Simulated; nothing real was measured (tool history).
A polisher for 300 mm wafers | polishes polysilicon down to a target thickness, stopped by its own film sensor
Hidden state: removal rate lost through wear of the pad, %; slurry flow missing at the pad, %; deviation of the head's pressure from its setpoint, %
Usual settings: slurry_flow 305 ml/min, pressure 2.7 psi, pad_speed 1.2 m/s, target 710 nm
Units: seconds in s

| run | hour | slurry_flow | pressure | pad_speed | target | wafers since the last listed run | wafers polished on this pad | hours since the slurry nozzle was cleaned | hours since the head pressure was calibrated | incoming thickness of the incoming film, nm | seconds |
|---|---|---|---|---|---|---|---|---|---|---|---|
| 1 | 0 | 305 | 2.7 | 1.2 | 710 | 0 | 178 | 270.7 | 338.1 | 1270.1 | 67 |
| 2 | 61 | 305 | 2.7 | 1.2 | 710 | 596 | 775 | 331.7 | 399.1 | 1268.5 | 67.3 |
|  | 141.5 | head pressure recalibrated |
| 3 | 168.5 | 240 | 2.7 | 1 | 710 | 1032 | 1807 | 439.2 | 27 | 1308.5 | 100.1 |
| 4 | 234.2 | 305 | 2.7 | 1.32 | 710 | 642 | 2449 | 504.9 | 92.7 | 1266.4 | 67.8 |
|  | 267.2 | slurry nozzle cleaned |
|  | 350.6 | worn pad replaced by a new one |
| 5 | 387.8 | 305 | 2.7 | 1.2 | 710 | 1453 | 364 | 120.6 | 246.3 | 1273.9 | 67.8 |
| 6 | 448.5 | 305 | 2.7 | 1.2 | 710 | 593 | 958 | 181.3 | 307 | 1253.8 | 66.9 |
| 7 | 540 | 365 | 2.7 | 1.2 | 710 | 895 | 1853 | 272.8 | 398.5 | 1273.8 | 68.7 |
| 8 | 613.2 | 365 | 2.7 | 1.2 | 710 | 716 | 2569 | 346 | 471.7 | 1263 | 68.1 |
|  | 662.3 | worn pad replaced by a new one |
|  | 663.2 | head pressure recalibrated |
| 9 | 671.7 | 305 | 2.7 | 1.2 | 710 | 524 | 83 | 404.5 | 8.5 | 1279.3 | 71.9 |
| 10 | 717.2 | 305 | 2.7 | 1.2 | 710 | 445 | 528 | 450 | 54 | 1268.1 | 68.8 |
|  | 728.8 | slurry nozzle cleaned |
| 11 | 772.9 | 305 | 2.7 | 1.2 | 710 | 535 | 1063 | 44.1 | 109.7 | 1281.8 | 72.2 |
| 12 | 868.6 | 305 | 2.7 | 1.2 | 710 | 936 | 1999 | 139.8 | 205.4 | 1264.6 | 71.2 |
| 13 | 923.3 | 255 | 2 | 1.32 | 599 | 535 | 2534 | 194.5 | 260.1 | 1300.6 | 106 |
|  | 1005.1 | worn pad replaced by a new one |
| 14 | 1019.5 | 245 | 3.4 | 1.46 | 564 | 902 | 141 | 290.7 | 356.3 | 1309.5 | 63.1 |
| 15 | 1122.7 | 305 | 2.7 | 1.02 | 786 | 1009 | 1150 | 393.9 | 459.5 | 1270.3 | 69.4 |
|  | 1129.4 | head pressure recalibrated |
| 16 | 1199.5 | 405 | 2.4 | 0.82 | 905 | 731 | 1882 | 470.7 | 70.1 | 1276.8 | 75.7 |
| 17 | 1258.5 | 305 | 2.7 | 1.44 | 908 | 577 | 2459 | 529.7 | 129.1 | 1289.5 | 41.7 |
|  | 1298.5 | worn pad replaced by a new one |
|  | 1302.4 | slurry nozzle cleaned |
| 18 | 1333 | 305 | 3.4 | 0.8 | 908 | 679 | 327 | 30.6 | 203.6 | 1279 | 54.9 |
| 19 | 1382.4 | 305 | 2.7 | 1.2 | 710 | 483 | 810 | 80 | 253 | 1253.3 | 66 |
| 20 | 1458.7 | 305 | 2.7 | 1.58 | 633 | 746 | 1557 | 156.3 | 329.3 | 1273.6 | 60.1 |
| 21 | 1579.4 | 305 | 2.7 | 1.2 | 710 | 1180 | 2737 | 277 | 450 | 1279.2 | 73.1 |
|  | 1585.3 | worn pad replaced by a new one |
| 22 | 1640.8 | 240 | 2.7 | 1 | 710 | 561 | 543 | 338.4 | 511.4 | 1265.9 | 80.5 |

Measured less the same run without the tool's hidden state. The same run-to-run variation is in both; the gauge's scatter may not be:
| run | seconds |
|---|---|
| 1 | -3.4 |
| 2 | -3.1 |
| 3 | +5.4 |
| 4 | +4.6 |
| 5 | -2.6 |
| 6 | -2.2 |
| 7 | -0.6 |
| 8 | +2 |
| 9 | +1.5 |
| 10 | +0.5 |
| 11 | +0.2 |
| 12 | +1.5 |
| 13 | +4.8 |
| 14 | -2.4 |
| 15 | -1.8 |
| 16 | +2.2 |
| 17 | +1.9 |
| 18 | -1.9 |
| 19 | -2.2 |
| 20 | -1 |
| 21 | +3.1 |
| 22 | -4.9 |

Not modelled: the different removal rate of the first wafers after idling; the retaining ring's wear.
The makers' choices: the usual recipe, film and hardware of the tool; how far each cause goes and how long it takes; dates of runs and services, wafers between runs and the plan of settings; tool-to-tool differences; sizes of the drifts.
